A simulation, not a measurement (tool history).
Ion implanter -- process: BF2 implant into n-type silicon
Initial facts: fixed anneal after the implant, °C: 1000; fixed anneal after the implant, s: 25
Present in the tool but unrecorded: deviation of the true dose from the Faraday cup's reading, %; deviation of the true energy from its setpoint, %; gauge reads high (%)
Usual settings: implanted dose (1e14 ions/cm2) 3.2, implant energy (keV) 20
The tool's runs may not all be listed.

run	hour	implanted dose (1e14 ions/cm2)	implant energy (keV)	wafers since the last listed run	hours since the last dose calibration	hours since the extraction supply was calibrated	hours since the gauge calibration	read-back reference wafer on the same gauge, sheet resistance	sheet resistance of the implanted and annealed layer (ohm/square)
1	0	3.2	20	0	1947.3	3801.5	93.1	358.02	357.65
2	6.3	3.2	20	65	1953.6	3807.8	99.4	358.19	358.02
3	20.7	3.2	20	149	1968	3822.2	113.8	357.9	356.97
4	29.2	3.2	20	88	1976.5	3830.7	122.3	357.94	357.12
5	47	3.2	20	185	1994.3	3848.5	140.1	358.06	357.04
6	54	3.2	24	72	2001.3	3855.5	147.1	358.15	350
7	71.8	3.2	20	185	2019.1	3873.3	164.9	358.13	356.3
8	78.3	3.2	20	67	2025.6	3879.8	171.4	358.11	357.29
9	95.4	3.2	20	178	2042.7	3896.9	188.5	358.1	356.43
# hour 103.6: Faraday cup replaced and dose calibrated
10	107.5	3.2	20	42	3.9	3909	200.6	358.16	368.98
11	124	3.2	13.5	171	20.4	3925.5	217.1	357.97	391.07
12	134.7	2.59	14.5	111	31.1	3936.2	227.8	358.07	455.67
# hour 140.5: gauge calibrated
13	151.2	2.81	20	171	47.6	3952.7	10.7	357.79	409.6
14	163.1	3.2	20	123	59.5	3964.6	22.6	358.09	369.06
15	174.5	3.81	22.5	118	70.9	3976	34	358.21	315.35
# hour 188.5: extraction supply calibrated
16	228.3	2.36	17	477	124.7	39.8	87.8	358.13	480.6
17	243.6	2.88	13.5	159	140	55.1	103.1	358	422.96
18	260.1	3.51	17.5	171	156.5	71.6	119.6	357.9	348.28
19	277.4	3.2	20	180	173.8	88.9	136.9	358	366.85

Predict each of these 5 candidate next runs independently; none follows another, all start after run 19:
A	277.8	2.47	20	4	174.2	89.3	137.3	?	?
B	277.8	3.96	15	4	174.2	89.3	137.3	?	?
C	277.8	3.97	16.5	4	174.2	89.3	137.3	?	?
D	277.8	3.92	22	4	174.2	89.3	137.3	?	?
E	277.8	4.11	23	4	174.2	89.3	137.3	?	?

run	read-back reference wafer on the same gauge, sheet resistance	sheet resistance of the implanted and annealed layer (ohm/square)
A	357.97	455.72
B	357.97	328.69
C	357.97	321.89
D	357.97	309.76
E	357.97	296.71
Had the tool no hidden state, the same runs would have come out as:
run	sheet resistance of the implanted and annealed layer (ohm/square)
A	457.93
B	329.97
C	323.18
D	311.14
E	298.03
